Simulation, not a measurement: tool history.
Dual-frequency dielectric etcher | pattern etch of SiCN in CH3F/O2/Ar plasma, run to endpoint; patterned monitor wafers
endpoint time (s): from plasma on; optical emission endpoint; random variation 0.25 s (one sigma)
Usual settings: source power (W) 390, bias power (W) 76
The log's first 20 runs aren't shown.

run	hour	source power (W)	bias power (W)	wafers since the last listed run	hours since the last wet clean	hours since the last source power generator calibration	hours since the last bias power generator calibration	hours since the last upper electrode change	incoming incoming film thickness, nm	endpoint time (s)
# hour 263.9: upper electrode replaced
21	264.4	350	76	7	30.9	121.6	1496.9	0.5	10.43	29.6
22	285.9	390	76	217	52.4	143.1	1518.4	22	10.55	28.8
23	295.4	310	76	96	61.9	152.6	1527.9	31.5	10.39	30.9
24	303.9	330	66	85	70.4	161.1	1536.4	40	10.37	32.1
25	318.4	310	69	146	84.9	175.6	1550.9	54.5	10.45	32.2
26	326.1	340	87	77	92.6	183.3	1558.6	62.2	10.43	28.2
27	334.7	390	76	86	101.2	191.9	1567.2	70.8	10.42	29
28	347.4	340	76	128	113.9	204.6	1579.9	83.5	10.38	29.9
# hour 357.8: bias power generator calibrated
29	362.2	300	76	109	128.7	219.4	4.4	98.3	10.43	30.9
30	375.6	330	90	135	142.1	232.8	17.8	111.7	10.41	28
31	390.2	390	76	147	156.7	247.4	32.4	126.3	10.32	28.8
32	403	480	76	129	169.5	260.2	45.2	139.1	10.49	27.7
33	410.3	480	87	73	176.8	267.5	52.5	146.4	10.39	26.2
34	427.1	390	76	169	193.6	284.3	69.3	163.2	10.44	29.1
35	464.3	390	76	376	230.8	321.5	106.5	200.4	10.44	29.4
36	476.4	440	88	122	242.9	333.6	118.6	212.5	10.44	26.4

3 ways to go on from here, each from the tool as it stands after run 36. What would each give?
A	476.8	390	76	4	243.3	334	119	212.9	10.33	?
B	476.8	460	92	4	243.3	334	119	212.9	10.33	?
C	476.8	360	76	4	243.3	334	119	212.9	10.33	?

run	endpoint time (s)
A	28.7
B	25.2
C	29.3
Without the tool's hidden state the same runs would have given:
run	endpoint time (s)
A	28.1
B	24.7
C	28.7
